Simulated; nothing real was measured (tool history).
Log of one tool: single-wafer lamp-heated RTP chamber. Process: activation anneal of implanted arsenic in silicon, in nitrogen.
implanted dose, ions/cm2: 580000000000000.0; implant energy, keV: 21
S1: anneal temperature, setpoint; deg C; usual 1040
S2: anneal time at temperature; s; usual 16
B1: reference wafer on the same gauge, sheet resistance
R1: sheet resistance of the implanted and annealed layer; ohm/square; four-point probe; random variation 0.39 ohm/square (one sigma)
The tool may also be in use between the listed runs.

| run | hour | S1 | S2 | B1 | R1 |
|---|---|---|---|---|---|
| 1 | 0 | 1040 | 16 | 206.97 | 174.58 |
| 2 | 8.3 | 1040 | 16 | 207.1 | 175.34 |
| 3 | 16.1 | 1040 | 16 | 207.03 | 174.4 |
| 4 | 24.2 | 1040 | 16 | 206.88 | 174.64 |
|  | 24.7 | gauge calibrated |
| 5 | 39.9 | 1040 | 16 | 206.94 | 174.63 |
| 6 | 56.7 | 1059 | 16 | 206.98 | 171.34 |
| 7 | 70.8 | 1059 | 16 | 206.86 | 171.45 |
|  | 92.3 | pyrometer window cleaned and pyrometer calibrated |
| 8 | 112.6 | 1040 | 11 | 207.16 | 176.32 |
| 9 | 128.3 | 1040 | 11 | 206.93 | 176.93 |
| 10 | 135.5 | 1040 | 11 | 206.99 | 175.83 |
| 11 | 144.6 | 1025 | 16 | 207 | 175.27 |
|  | 159 | pyrometer window cleaned and pyrometer calibrated, repeated, since the last time left the tool worse |
| 12 | 159.5 | 1025 | 16 | 207 | 177.12 |
| 13 | 175 | 1053 | 9 | 207.18 | 178 |
| 14 | 183.5 | 1062 | 19 | 206.88 | 169.9 |
| 15 | 196.5 | 1065 | 16 | 206.86 | 170.53 |
|  | 207.2 | gauge calibrated |
| 16 | 209.9 | 1040 | 24 | 206.96 | 172.11 |

Forecast run 17:
| 17 | 216.8 | 1040 | 19 | ? | ? |

B1: 206.8
R1: 173.51 ohm/square
Without the tool's hidden state the same run would have given R1 174.4 ohm/square.
